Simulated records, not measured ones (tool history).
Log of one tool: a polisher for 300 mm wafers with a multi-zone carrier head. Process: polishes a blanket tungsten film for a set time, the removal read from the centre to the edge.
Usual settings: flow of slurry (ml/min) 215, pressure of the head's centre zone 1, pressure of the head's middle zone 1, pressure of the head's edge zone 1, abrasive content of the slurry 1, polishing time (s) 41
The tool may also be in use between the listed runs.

run	hour	flow of slurry (ml/min)	pressure of the head's centre zone	pressure of the head's middle zone	pressure of the head's edge zone	abrasive content of the slurry	polishing time (s)	incoming thickness of the incoming film, nm	film removed at the wafer's centre (Å)	film removed at mid-radius (Å)	film removed at the wafer's edge (Å)
1	0	215	1	1	1	1	41	1226.8	2007	2252	2314
2	15.2	215	1	1	1	1	41	1224.7	1952	2193	2322
# hour 71.5: worn pad replaced by a new one
3	72	215	1	1	1	1	41	1204.3	2000	2258	2339
4	75.8	270	1	1	1	1	41	1229.2	2033	2296	2383
# hour 89.6: centre zone pressure recalibrated
5	90.1	270	1	1	1	1	41	1241.4	2258	2205	2369
6	104.2	270	1	1	1	1	41	1244.8	2213	2233	2340
7	120.3	215	1	1	1	1	41	1243.5	2129	2164	2275
8	132.6	180	1	1	1	1	41	1225.9	2070	2107	2185
# hour 136.2: slurry nozzle cleaned
9	145.1	185	1.06	1	1	1	41	1215.1	2202	2116	2191
# hour 158.9: worn pad replaced by a new one
# hour 163.5: carrier head's membrane replaced by a new one
10	164	215	1	0.92	1.03	1	41	1240.6	2219	2033	2430
# hour 171.6: edge zone pressure recalibrated
11	172.4	250	1	0.9	1.08	1	41	1243.2	2232	2064	2470
12	195.9	215	1	1	1	0.9	54	1221.2	2747	2734	2990
13	204.5	215	1	1	1	1	41	1227.7	2133	2114	2253
14	219.6	195	1	1	1	1	49	1239.2	2474	2483	2657

Forecast each of these 3 alternatives for the next run:
A	220	215	1	1	1	1	41	1231.2	?	?	?
B	220	215	1	0.89	1.08	1	41	1231.2	?	?	?
C	220	215	1	1	1	1	54	1231.2	?	?	?

run	film removed at the wafer's centre (Å)	film removed at mid-radius (Å)	film removed at the wafer's edge (Å)
A	2101	2138	2250
B	2099	1953	2340
C	2767	2815	2963
Without the tool's hidden state the same runs would have given:
run	film removed at the wafer's centre (Å)	film removed at mid-radius (Å)	film removed at the wafer's edge (Å)
A	2304	2276	2396
B	2302	2079	2492
C	3034	2997	3155
